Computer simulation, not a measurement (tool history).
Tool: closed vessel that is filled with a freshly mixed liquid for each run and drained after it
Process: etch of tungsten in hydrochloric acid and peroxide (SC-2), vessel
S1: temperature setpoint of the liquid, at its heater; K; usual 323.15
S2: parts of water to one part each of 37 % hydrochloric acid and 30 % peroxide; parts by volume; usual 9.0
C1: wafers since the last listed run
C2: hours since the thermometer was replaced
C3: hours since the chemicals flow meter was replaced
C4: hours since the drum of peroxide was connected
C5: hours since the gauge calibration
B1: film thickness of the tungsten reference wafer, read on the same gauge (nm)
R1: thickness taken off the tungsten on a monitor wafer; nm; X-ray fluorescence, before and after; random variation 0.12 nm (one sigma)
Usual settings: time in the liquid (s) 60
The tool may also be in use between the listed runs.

Run 1, hour 0.0: usual settings; C1 0; C2 453.7; C3 1541.5; C4 533.6; C5 2317.0; B1 150.01. Result: R1 26.27 nm.
Run 2, hour 76.5: usual settings but S2 12.0 parts by volume, time in the liquid (s) 85; C1 10706; C2 530.2; C3 1618.0; C4 610.1; C5 2393.5; B1 150.00. Result: R1 29.12 nm.
Run 3, hour 147.0: usual settings but S2 12.0 parts by volume, time in the liquid (s) 85; C1 9866; C2 600.7; C3 1688.5; C4 680.6; C5 2464.0; B1 149.98. Result: R1 28.86 nm.
Run 4, hour 222.4: usual settings but S2 12.5 parts by volume; C1 10552; C2 676.1; C3 1763.9; C4 756.0; C5 2539.4; B1 150.01. Result: R1 19.77 nm.
Run 5, hour 502.3: usual settings but S2 12.5 parts by volume; C1 39172; C2 956.0; C3 2043.8; C4 1035.9; C5 2819.3; B1 149.99. Result: R1 20.00 nm.
Run 6, hour 582.0: usual settings but S2 7.0 parts by volume; C1 11154; C2 1035.7; C3 2123.5; C4 1115.6; C5 2899.0; B1 150.01. Result: R1 32.17 nm.
At hour 592.8: new drum of peroxide connected.
At hour 639.9: chemicals flow meter replaced.
Run 7, hour 687.9: usual settings but S2 7.0 parts by volume; C1 14541; C2 1141.6; C3 48.0; C4 95.1; C5 3004.9; B1 150.01. Result: R1 32.13 nm.
Run 8, hour 795.0: usual settings but S1 318.65 K; C1 14988; C2 1248.7; C3 155.1; C4 202.2; C5 3112.0; B1 149.99. Result: R1 19.43 nm.
Run 9, hour 899.8: usual settings but S1 318.65 K; C1 14667; C2 1353.5; C3 259.9; C4 307.0; C5 3216.8; B1 150.00. Result: R1 19.21 nm.
Run 10, hour 946.0: usual settings but S1 314.15 K; C1 6465; C2 1399.7; C3 306.1; C4 353.2; C5 3263.0; B1 150.01. Result: R1 14.11 nm.
Run 11, hour 1042.4: usual settings but S1 315.15 K, S2 7.5 parts by volume; C1 13491; C2 1496.1; C3 402.5; C4 449.6; C5 3359.4; B1 149.99. Result: R1 17.43 nm.
At hour 1090.1: gauge calibrated.
Run 12, hour 1338.6: usual settings; C1 41454; C2 1792.3; C3 698.7; C4 745.8; C5 248.5; B1 150.01. Result: R1 26.12 nm.
Run 13, hour 1441.5: usual settings but S1 315.15 K, time in the liquid (s) 40; C1 14401; C2 1895.2; C3 801.6; C4 848.7; C5 351.4; B1 150.01. Result: R1 10.08 nm.
Run 14, hour 1524.0: usual settings; C1 11546; C2 1977.7; C3 884.1; C4 931.2; C5 433.9; B1 150.02. Result: R1 25.93 nm.
Run 15, hour 1574.8: usual settings but S1 329.65 K, S2 10.5 parts by volume, time in the liquid (s) 75; C1 7109; C2 2028.5; C3 934.9; C4 982.0; C5 484.7; B1 150.00. Result: R1 44.29 nm.
Run 16, hour 1616.1: usual settings but S1 330.65 K; C1 5780; C2 2069.8; C3 976.2; C4 1023.3; C5 526.0; B1 149.99. Result: R1 42.80 nm.
Run 17, hour 1657.4: usual settings but S2 4.5 parts by volume, time in the liquid (s) 70; C1 5780; C2 2111.1; C3 1017.5; C4 1064.6; C5 567.3; B1 150.00. Result: R1 51.94 nm.
Run 18, hour 1739.7: usual settings but S1 331.15 K, S2 11.0 parts by volume, time in the liquid (s) 75; C1 11518; C2 2193.4; C3 1099.8; C4 1146.9; C5 649.6; B1 150.00. Result: R1 46.68 nm.
Run 19, hour 1796.0: usual settings but time in the liquid (s) 30; C1 7879; C2 2249.7; C3 1156.1; C4 1203.2; C5 705.9; B1 150.00. Result: R1 13.08 nm.
At hour 1826.6: thermometer replaced.
At hour 1856.6: new drum of peroxide connected.
Run 20, hour 1862.3: usual settings but S1 316.15 K, S2 11.5 parts by volume, time in the liquid (s) 30; C1 8998; C2 35.7; C3 1222.4; C4 5.7; C5 772.2; B1 149.98. Result: R1 6.63 nm.
Run 21, hour 1968.1: usual settings but S1 329.15 K, S2 13.0 parts by volume; C1 14807; C2 141.5; C3 1328.2; C4 111.5; C5 878.0; B1 150.00. Result: R1 28.54 nm.

Run 22 comes next. What will it give?
Run 22, hour 2006.5: usual settings but S1 331.15 K, S2 11.0 parts by volume, time in the liquid (s) 75; C1 5374; C2 179.9; C3 1366.6; C4 149.9; C5 916.4; B1 ?. Result: R1 ?.

B1: 149.99
R1: 46.37 nm
Without the tool's hidden state the same run would have given R1 46.37 nm.
